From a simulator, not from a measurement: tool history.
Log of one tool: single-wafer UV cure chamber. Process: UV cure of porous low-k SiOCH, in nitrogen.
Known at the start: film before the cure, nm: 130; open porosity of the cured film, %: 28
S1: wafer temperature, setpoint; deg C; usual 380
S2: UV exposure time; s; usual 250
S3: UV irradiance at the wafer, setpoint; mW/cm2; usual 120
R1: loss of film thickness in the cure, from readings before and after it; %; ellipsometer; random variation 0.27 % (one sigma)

run,hour,S1,S2,S3,R1
1,0,380,250,120,14.028
2,109.2,380,250,120,14.342
3,139.2,380,250,120,13.753
4,196,380,250,120,14.131
5,245.8,380,250,120,14.275
# hour 300.9: quartz window cleaned
6,301.4,380,250,120,15.576
7,351.5,376,250,120,14.796
8,380.7,376,250,120,14.451
9,420.9,376,250,120,14.488
10,491.1,380,250,158,15.939
11,546,388,250,84,12.543
12,607.3,380,160,120,11.926
13,665.2,391,100,132,10.7
14,709.2,391,100,132,10.259
# hour 732.2: UV bulbs replaced
15,760.4,386,250,120,13.796
# hour 794.6: quartz window cleaned
16,824.9,386,120,147,12.27
17,877.2,365,250,120,14.558
18,911.7,380,250,120,14.516
19,944.3,380,250,120,14.507

3 ways to go on from here, each from the tool as it stands after run 19. What would each give?
A,944.8,380,250,120,?
B,944.8,397,250,120,?
C,944.8,380,250,98,?

run,R1
A,14.282
B,14.623
C,13.274
Without the tool's hidden state the same runs would have given:
run,R1
A,15.175
B,15.52
C,14.152
